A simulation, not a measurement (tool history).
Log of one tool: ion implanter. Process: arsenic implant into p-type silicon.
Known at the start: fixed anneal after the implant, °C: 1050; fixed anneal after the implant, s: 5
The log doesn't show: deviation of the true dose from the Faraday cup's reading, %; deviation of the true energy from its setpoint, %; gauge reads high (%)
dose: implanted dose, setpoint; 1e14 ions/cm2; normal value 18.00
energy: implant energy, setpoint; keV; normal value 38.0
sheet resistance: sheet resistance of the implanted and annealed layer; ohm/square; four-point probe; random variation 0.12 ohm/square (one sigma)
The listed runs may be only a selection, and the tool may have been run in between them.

| run | hour | dose | energy | wafers since the last listed run | hours since the last dose calibration | hours since the extraction supply was calibrated | hours since the gauge calibration | read-back reference wafer on the same gauge, sheet resistance | sheet resistance |
|---|---|---|---|---|---|---|---|---|---|
| 1 | 0.0 | 18.00 | 38.0 | 0 | 579.0 | 3375.5 | 24.1 | 89.17 | 79.29 |
| 2 | 33.2 | 18.00 | 38.0 | 402 | 612.2 | 3408.7 | 57.3 | 89.21 | 79.36 |
| 3 | 59.6 | 18.00 | 38.0 | 319 | 638.6 | 3435.1 | 83.7 | 89.18 | 79.30 |
| 4 | 82.1 | 18.00 | 38.0 | 272 | 661.1 | 3457.6 | 106.2 | 89.19 | 79.15 |
| 5 | 94.5 | 18.00 | 38.0 | 150 | 673.5 | 3470.0 | 118.6 | 89.18 | 79.09 |
| 6 | 113.3 | 18.00 | 29.0 | 227 | 692.3 | 3488.8 | 137.4 | 89.18 | 87.56 |
| 7 | 142.9 | 18.00 | 29.0 | 358 | 721.9 | 3518.4 | 167.0 | 89.22 | 87.68 |
| 8 | 156.2 | 18.00 | 38.0 | 161 | 735.2 | 3531.7 | 180.3 | 89.19 | 79.40 |
| 9 | 187.4 | 18.00 | 38.0 | 377 | 766.4 | 3562.9 | 211.5 | 89.19 | 79.13 |
| 10 | 205.7 | 18.00 | 38.0 | 221 | 784.7 | 3581.2 | 229.8 | 89.23 | 79.15 |
| 11 | 220.2 | 18.00 | 38.0 | 175 | 799.2 | 3595.7 | 244.3 | 89.18 | 79.23 |
| 12 | 244.9 | 18.00 | 42.5 | 299 | 823.9 | 3620.4 | 269.0 | 89.19 | 75.97 |
| 13 | 278.6 | 18.00 | 38.0 | 408 | 857.6 | 3654.1 | 302.7 | 89.18 | 79.21 |
| 14 | 311.6 | 13.91 | 38.0 | 399 | 890.6 | 3687.1 | 335.7 | 89.17 | 87.81 |
| 15 | 334.9 | 13.91 | 38.0 | 282 | 913.9 | 3710.4 | 359.0 | 89.22 | 87.97 |
| 16 | 347.1 | 15.73 | 42.5 | 147 | 926.1 | 3722.6 | 371.2 | 89.18 | 80.14 |
| 17 | 360.9 | 18.00 | 27.5 | 167 | 939.9 | 3736.4 | 385.0 | 89.17 | 89.30 |
| 18 | 378.0 | 18.00 | 38.0 | 207 | 957.0 | 3753.5 | 402.1 | 89.17 | 78.96 |
|  | 405.3 | extraction supply calibrated |
| 19 | 405.8 | 21.82 | 24.5 | 239 | 984.8 | 0.5 | 429.9 | 89.21 | 89.41 |
| 20 | 434.6 | 13.98 | 27.0 | 348 | 1013.6 | 29.3 | 458.7 | 89.18 | 97.39 |
|  | 447.1 | Faraday cup replaced and dose calibrated |
| 21 | 453.1 | 18.00 | 38.0 | 127 | 6.0 | 47.8 | 477.2 | 89.17 | 80.17 |
| 22 | 480.6 | 18.00 | 29.0 | 333 | 33.5 | 75.3 | 504.7 | 89.20 | 88.50 |
| 23 | 512.6 | 20.48 | 51.0 | 387 | 65.5 | 107.3 | 536.7 | 89.22 | 68.43 |
| 24 | 547.0 | 20.80 | 49.5 | 416 | 99.9 | 141.7 | 571.1 | 89.22 | 68.70 |
| 25 | 568.8 | 12.64 | 38.0 | 264 | 121.7 | 163.5 | 592.9 | 89.19 | 93.73 |
| 26 | 598.5 | 18.00 | 41.5 | 359 | 151.4 | 193.2 | 622.6 | 89.16 | 77.54 |
|  | 620.2 | gauge calibrated |
| 27 | 624.4 | 15.56 | 30.5 | 313 | 177.3 | 219.1 | 4.2 | 89.21 | 90.94 |
| 28 | 654.0 | 20.42 | 29.5 | 358 | 206.9 | 248.7 | 33.8 | 89.15 | 84.75 |
| 29 | 756.9 | 18.00 | 38.0 | 1246 | 309.8 | 351.6 | 136.7 | 89.22 | 79.50 |
| 30 | 782.4 | 18.00 | 38.0 | 308 | 335.3 | 377.1 | 162.2 | 89.21 | 79.83 |
| 31 | 873.9 | 18.00 | 45.5 | 1108 | 426.8 | 468.6 | 253.7 | 89.23 | 74.64 |

4 ways to go on from here, each from the tool as it stands after run 31. What would each give?
| A | 874.3 | 21.90 | 38.0 | 4 | 427.2 | 469.0 | 254.1 | ? | ? |
| B | 874.3 | 20.53 | 46.5 | 4 | 427.2 | 469.0 | 254.1 | ? | ? |
| C | 874.3 | 21.72 | 30.0 | 4 | 427.2 | 469.0 | 254.1 | ? | ? |
| D | 874.3 | 18.00 | 31.5 | 4 | 427.2 | 469.0 | 254.1 | ? | ? |

| run | read-back reference wafer on the same gauge, sheet resistance | sheet resistance |
|---|---|---|
| A | 89.19 | 74.59 |
| B | 89.19 | 70.22 |
| C | 89.19 | 82.67 |
| D | 89.19 | 85.27 |
Without the tool's unlogged condition, the same runs would have read:
| run | sheet resistance |
|---|---|
| A | 75.08 |
| B | 70.83 |
| C | 83.10 |
| D | 85.88 |

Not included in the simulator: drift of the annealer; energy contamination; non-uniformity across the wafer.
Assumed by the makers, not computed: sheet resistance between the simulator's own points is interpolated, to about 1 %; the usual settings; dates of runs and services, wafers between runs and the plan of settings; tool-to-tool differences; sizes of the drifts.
